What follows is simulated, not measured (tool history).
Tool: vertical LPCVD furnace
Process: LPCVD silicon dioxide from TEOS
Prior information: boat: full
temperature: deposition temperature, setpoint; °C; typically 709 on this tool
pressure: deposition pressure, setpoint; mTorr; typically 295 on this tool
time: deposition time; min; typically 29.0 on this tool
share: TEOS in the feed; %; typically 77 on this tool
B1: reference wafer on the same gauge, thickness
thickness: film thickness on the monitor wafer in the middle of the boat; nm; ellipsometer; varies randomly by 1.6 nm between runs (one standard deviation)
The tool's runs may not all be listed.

{"run": 1, "hour": 0.0, "temperature": 709, "pressure": 295, "time": 35.0, "share": 84, "B1": 243.25, "thickness": 368.56}
{"run": 2, "hour": 206.7, "temperature": 709, "pressure": 295, "time": 35.0, "share": 84, "B1": 242.68, "thickness": 378.53}
{"hour": 240.6, "done": "thermocouples replaced and temperature profile calibrated"}
{"run": 3, "hour": 242.6, "temperature": 709, "pressure": 335, "time": 29.0, "share": 77, "B1": 242.69, "thickness": 291.08}
{"run": 4, "hour": 304.8, "temperature": 709, "pressure": 295, "time": 32.5, "share": 77, "B1": 243.29, "thickness": 308.93}
{"hour": 351.7, "done": "TEOS flow controller replaced"}
{"run": 5, "hour": 352.2, "temperature": 709, "pressure": 295, "time": 32.5, "share": 77, "B1": 243.49, "thickness": 313.0}
{"run": 6, "hour": 367.6, "temperature": 709, "pressure": 295, "time": 29.0, "share": 77, "B1": 243.34, "thickness": 273.11}
{"run": 7, "hour": 391.8, "temperature": 709, "pressure": 295, "time": 29.0, "share": 77, "B1": 242.93, "thickness": 276.31}
{"run": 8, "hour": 427.0, "temperature": 709, "pressure": 295, "time": 32.5, "share": 77, "B1": 243.24, "thickness": 311.05}
{"run": 9, "hour": 485.7, "temperature": 702, "pressure": 295, "time": 29.0, "share": 77, "B1": 242.93, "thickness": 237.79}
{"run": 10, "hour": 542.9, "temperature": 709, "pressure": 295, "time": 26.0, "share": 77, "B1": 242.67, "thickness": 249.36}
{"hour": 547.3, "done": "gauge calibrated"}
{"hour": 592.7, "done": "pressure gauge zeroed"}
{"run": 11, "hour": 607.3, "temperature": 709, "pressure": 295, "time": 29.0, "share": 77, "B1": 243.11, "thickness": 281.39}
{"run": 12, "hour": 661.5, "temperature": 714, "pressure": 295, "time": 29.0, "share": 77, "B1": 243.24, "thickness": 314.89}
{"run": 13, "hour": 714.4, "temperature": 702, "pressure": 320, "time": 29.0, "share": 77, "B1": 242.89, "thickness": 251.0}
{"run": 14, "hour": 775.6, "temperature": 709, "pressure": 225, "time": 29.0, "share": 77, "B1": 243.06, "thickness": 248.06}

Forecast each of these 5 alternatives for the next run:
{"run": "A", "hour": 780.0, "temperature": 709, "pressure": 295, "time": 29.0, "share": 77, "B1": "?", "thickness": "?"}
{"run": "B", "hour": 780.0, "temperature": 698, "pressure": 295, "time": 29.0, "share": 84, "B1": "?", "thickness": "?"}
{"run": "C", "hour": 780.0, "temperature": 709, "pressure": 295, "time": 20.0, "share": 77, "B1": "?", "thickness": "?"}
{"run": "D", "hour": 780.0, "temperature": 702, "pressure": 260, "time": 38.5, "share": 90, "B1": "?", "thickness": "?"}
{"run": "E", "hour": 780.0, "temperature": 700, "pressure": 365, "time": 29.0, "share": 77, "B1": "?", "thickness": "?"}

run=A B1=242.79 thickness=281.79
run=B B1=242.79 thickness=228.53
run=C B1=242.79 thickness=194.34
run=D B1=242.79 thickness=323.45
run=E B1=242.79 thickness=254.94
Without the tool's hidden state the same runs would have given:
run=A thickness=269.92
run=B thickness=218.69
run=C thickness=186.15
run=D thickness=309.64
run=E thickness=244.01
